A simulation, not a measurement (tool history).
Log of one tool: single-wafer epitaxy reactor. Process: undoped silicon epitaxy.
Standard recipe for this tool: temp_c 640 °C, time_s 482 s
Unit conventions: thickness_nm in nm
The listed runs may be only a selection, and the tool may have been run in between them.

run,hour,temp_c,time_s,"read-back reference wafer on the same gauge, thickness_nm",thickness_nm
1,0.0,640,482,74.700,72.625
2,42.5,640,482,74.686,72.616
3,75.4,640,482,74.706,72.476
4,101.3,640,482,74.678,72.560
5,141.0,640,482,74.763,72.468
6,178.6,629,502,74.621,57.239
7,234.2,640,482,74.636,71.853
8,292.2,640,482,74.818,72.751
9,358.5,645,482,74.619,82.251
10,414.0,645,482,74.694,82.485
11,476.9,640,482,74.628,72.344
# hour 532.5: pyrometer calibrated
12,534.6,640,482,74.619,78.090
13,588.8,630,482,74.638,60.193
14,633.6,630,513,74.751,63.629
15,723.4,655,577,74.747,135.360
16,776.7,640,482,74.665,77.113
17,823.7,650,533,74.635,109.062
# hour 876.3: gauge calibrated
18,892.7,640,482,74.680,76.393
19,941.5,626,564,74.673,62.173
20,999.1,640,524,74.669,82.271
21,1062.1,640,482,74.671,75.609
22,1098.6,653,537,74.673,116.621
23,1153.5,631,482,74.658,59.876
24,1195.6,649,517,74.700,100.408
25,1356.4,630,518,74.648,61.625
26,1417.0,640,482,74.692,73.967

Consider 3 possible next runs. They are alternatives, not a sequence: every one starts from the tool as it was left by run 26. What does each give?
A,1417.5,640,482,?,?
B,1417.5,654,532,?,?
C,1417.5,640,561,?,?

run,"read-back reference wafer on the same gauge, thickness_nm",thickness_nm
A,74.708,74.513
B,74.708,116.813
C,74.708,86.726
Without the tool's hidden state the same runs would have given:
run,thickness_nm
A,78.123
B,122.275
C,90.927
